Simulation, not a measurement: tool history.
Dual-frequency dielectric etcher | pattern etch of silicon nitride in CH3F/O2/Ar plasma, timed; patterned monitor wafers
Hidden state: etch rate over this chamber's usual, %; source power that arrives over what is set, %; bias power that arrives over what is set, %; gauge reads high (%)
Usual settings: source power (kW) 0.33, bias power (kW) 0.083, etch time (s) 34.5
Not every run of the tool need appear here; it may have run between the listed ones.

run,hour,source power (kW),bias power (kW),etch time (s),wafers since the last listed run,hours since the last wet clean,hours since the last source power generator calibration,hours since the last bias power generator calibration,hours since the last upper electrode change,hours since the gauge calibration,"read-back reference wafer on the same gauge, depth_nm",mean etch depth across the wafer (angstrom)
1,0,0.33,0.083,34.5,0,308.6,1335.9,4312.5,5143.3,591.5,22.92,238.6
2,58.3,0.33,0.083,34.5,954,366.9,1394.2,4370.8,5201.6,649.8,22.91,239.3
3,125.5,0.33,0.083,34.5,1100,434.1,1461.4,4438,5268.8,717,22.89,239.6
4,152.3,0.33,0.083,34.5,438,460.9,1488.2,4464.8,5295.6,743.8,22.93,239.1
5,194,0.33,0.083,34.5,682,502.6,1529.9,4506.5,5337.3,785.5,22.91,239.4
# hour 196.9: gauge calibrated
# hour 260.2: wet clean of the chamber
6,260.7,0.33,0.083,30,699,0.5,1596.6,4573.2,5404,63.8,22.93,216.6
7,284.6,0.33,0.083,30,391,24.4,1620.5,4597.1,5427.9,87.7,22.89,216.6
8,346.7,0.33,0.083,30,1016,86.5,1682.6,4659.2,5490,149.8,22.92,215.8
9,396.4,0.33,0.083,34.5,813,136.2,1732.3,4708.9,5539.7,199.5,22.91,249.2
10,439.8,0.33,0.083,39,710,179.6,1775.7,4752.3,5583.1,242.9,22.9,279.9
11,489.5,0.33,0.083,39,813,229.3,1825.4,4802,5632.8,292.6,22.9,280
# hour 543.3: wet clean of the chamber, repeated, since the last time left the tool worse
12,546.9,0.33,0.083,34.5,546,3.6,1882.8,4859.4,5690.2,350,22.91,243
13,575.1,0.33,0.083,28.5,461,31.8,1911,4887.6,5718.4,378.2,22.9,200.7
14,624.6,0.36,0.083,40,810,81.3,1960.5,4937.1,5767.9,427.7,22.92,287.3
15,667,0.39,0.07,34.5,694,123.7,2002.9,4979.5,5810.3,470.1,22.9,243.2
16,730.4,0.37,0.083,26,1038,187.1,2066.3,5042.9,5873.7,533.5,22.91,187.4
17,773.1,0.39,0.07,34.5,699,229.8,2109,5085.6,5916.4,576.2,22.88,242.6
18,804.7,0.36,0.064,43,517,261.4,2140.6,5117.2,5948,607.8,22.9,290
19,840.5,0.35,0.066,41.5,586,297.2,2176.4,5153,5983.8,643.6,22.91,279.6
20,891,0.33,0.096,34.5,826,347.7,2226.9,5203.5,6034.3,694.1,22.89,249.3
# hour 897: source power generator calibrated
# hour 899.7: gauge calibrated
21,931.9,0.33,0.083,34.5,604,388.6,34.9,5244.4,6075.2,32.2,22.91,239.8
# hour 944.2: bias power generator calibrated
22,989.4,0.33,0.083,34.5,875,446.1,92.4,45.2,6132.7,89.7,22.89,239.7
# hour 1016.5: upper electrode replaced
23,1018.1,0.33,0.083,34.5,76,474.8,121.1,73.9,1.6,118.4,22.89,239
24,1075.4,0.33,0.072,42.5,938,532.1,178.4,131.2,58.9,175.7,22.88,283.9
# hour 1182.1: wet clean of the chamber
25,1275.7,0.33,0.073,38.5,2886,93.6,378.7,331.5,259.2,376,22.93,261.1

Each row is a separate what-if for the run after 25, all from the same tool condition, not one after another. Results?
A,1276.1,0.33,0.083,34.5,6,94,379.1,331.9,259.6,376.4,?,?
B,1276.1,0.33,0.089,25,6,94,379.1,331.9,259.6,376.4,?,?
C,1276.1,0.33,0.083,27.5,6,94,379.1,331.9,259.6,376.4,?,?
D,1276.1,0.25,0.083,30,6,94,379.1,331.9,259.6,376.4,?,?
E,1276.1,0.38,0.083,28,6,94,379.1,331.9,259.6,376.4,?,?

run,"read-back reference wafer on the same gauge, depth_nm",mean etch depth across the wafer (angstrom)
A,22.91,241.8
B,22.91,178
C,22.91,192.7
D,22.91,196.3
E,22.91,203.6
Without the tool's unlogged condition, the same runs would have read:
run,mean etch depth across the wafer (angstrom)
A,242.7
B,178.7
C,193.5
D,197.1
E,204.4

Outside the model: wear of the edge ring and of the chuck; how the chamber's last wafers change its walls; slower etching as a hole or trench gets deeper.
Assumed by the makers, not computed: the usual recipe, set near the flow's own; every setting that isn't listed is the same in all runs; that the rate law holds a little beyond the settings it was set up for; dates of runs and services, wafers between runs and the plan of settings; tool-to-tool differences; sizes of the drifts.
